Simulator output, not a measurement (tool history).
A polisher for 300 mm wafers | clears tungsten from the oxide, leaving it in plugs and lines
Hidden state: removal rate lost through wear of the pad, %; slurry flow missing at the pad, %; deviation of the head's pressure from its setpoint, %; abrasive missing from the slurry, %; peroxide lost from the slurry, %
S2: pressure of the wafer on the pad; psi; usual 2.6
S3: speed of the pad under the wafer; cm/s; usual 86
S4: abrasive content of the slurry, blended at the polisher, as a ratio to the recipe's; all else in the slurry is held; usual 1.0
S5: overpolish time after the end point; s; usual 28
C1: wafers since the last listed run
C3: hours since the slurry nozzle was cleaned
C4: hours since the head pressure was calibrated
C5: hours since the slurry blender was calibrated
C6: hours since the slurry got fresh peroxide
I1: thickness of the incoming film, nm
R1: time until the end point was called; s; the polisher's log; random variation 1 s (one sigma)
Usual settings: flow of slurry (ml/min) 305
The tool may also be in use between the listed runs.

run 1 hour=0.0 | flow_of_slurry_(ml/min)=305 S2=2.6 S3=86 S4=1.0 S5=28 | C1=0 wafers_polished_on_this_pad=229 C3=179.3 C4=80.8 C5=352.9 C6=106.9 | I1=263.0 | R1=128.8
-- hour=52.8 slurry blender recalibrated
-- hour=65.7 slurry nozzle cleaned
run 2 hour=104.3 | flow_of_slurry_(ml/min)=305 S2=2.6 S3=86 S4=1.0 S5=28 | C1=494 wafers_polished_on_this_pad=724 C3=38.6 C4=185.1 C5=51.5 C6=211.2 | I1=255.9 | R1=130.5
-- hour=114.3 slurry tank refilled with fresh slurry and peroxide
run 3 hour=153.7 | flow_of_slurry_(ml/min)=305 S2=2.6 S3=86 S4=1.0 S5=18 | C1=236 wafers_polished_on_this_pad=960 C3=88.0 C4=234.5 C5=100.9 C6=39.4 | I1=263.1 | R1=127.2
-- hour=224.6 worn pad replaced by a new one
run 4 hour=253.5 | flow_of_slurry_(ml/min)=305 S2=2.6 S3=86 S4=1.0 S5=18 | C1=467 wafers_polished_on_this_pad=141 C3=187.8 C4=334.3 C5=200.7 C6=139.2 | I1=260.7 | R1=129.7
run 5 hour=291.9 | flow_of_slurry_(ml/min)=305 S2=2.6 S3=86 S4=1.0 S5=28 | C1=187 wafers_polished_on_this_pad=328 C3=226.2 C4=372.7 C5=239.1 C6=177.6 | I1=263.4 | R1=134.5
-- hour=333.3 slurry nozzle cleaned
run 6 hour=386.2 | flow_of_slurry_(ml/min)=305 S2=2.6 S3=86 S4=1.0 S5=28 | C1=455 wafers_polished_on_this_pad=784 C3=52.9 C4=467.0 C5=333.4 C6=271.9 | I1=259.6 | R1=136.6
-- hour=387.6 slurry tank refilled with fresh slurry and peroxide
run 7 hour=445.0 | flow_of_slurry_(ml/min)=305 S2=2.6 S3=86 S4=1.0 S5=28 | C1=282 wafers_polished_on_this_pad=1066 C3=111.7 C4=525.8 C5=392.2 C6=57.4 | I1=259.0 | R1=124.3
-- hour=452.9 slurry blender recalibrated
-- hour=513.5 worn pad replaced by a new one
run 8 hour=552.8 | flow_of_slurry_(ml/min)=305 S2=3.4 S3=86 S4=0.9 S5=28 | C1=497 wafers_polished_on_this_pad=192 C3=219.5 C4=633.6 C5=99.9 C6=165.2 | I1=259.3 | R1=109.7
run 9 hour=590.4 | flow_of_slurry_(ml/min)=305 S2=2.6 S3=98 S4=1.0 S5=28 | C1=183 wafers_polished_on_this_pad=375 C3=257.1 C4=671.2 C5=137.5 C6=202.8 | I1=258.2 | R1=115.9
-- hour=626.4 slurry nozzle cleaned
-- hour=667.1 slurry tank refilled with fresh slurry and peroxide
run 10 hour=683.8 | flow_of_slurry_(ml/min)=305 S2=2.6 S3=86 S4=1.0 S5=28 | C1=446 wafers_polished_on_this_pad=822 C3=57.4 C4=764.6 C5=230.9 C6=16.7 | I1=262.4 | R1=122.7
-- hour=735.9 worn pad replaced by a new one
run 11 hour=768.9 | flow_of_slurry_(ml/min)=305 S2=2.6 S3=86 S4=1.0 S5=36 | C1=396 wafers_polished_on_this_pad=160 C3=142.5 C4=849.7 C5=316.0 C6=101.8 | I1=258.2 | R1=128.2
-- hour=787.4 head pressure recalibrated
-- hour=870.2 slurry nozzle cleaned
-- hour=882.7 slurry blender recalibrated
-- hour=908.7 slurry tank refilled with fresh slurry and peroxide
run 12 hour=1003.6 | flow_of_slurry_(ml/min)=305 S2=2.6 S3=86 S4=1.0 S5=28 | C1=1117 wafers_polished_on_this_pad=1278 C3=133.4 C4=216.2 C5=120.9 C6=94.9 | I1=258.5 | R1=129.8

The next listed run, before its measurement:
-- hour=1011.5 worn pad replaced by a new one
run 13 hour=1067.2 | flow_of_slurry_(ml/min)=245 S2=2.6 S3=86 S4=1.1 S5=28 | C1=291 wafers_polished_on_this_pad=272 C3=197.0 C4=279.8 C5=184.5 C6=158.5 | I1=261.1 | R1=?

Run 13 gave R1 130.1 s.
Without the tool's hidden state the same run would have given R1 120.4 s.
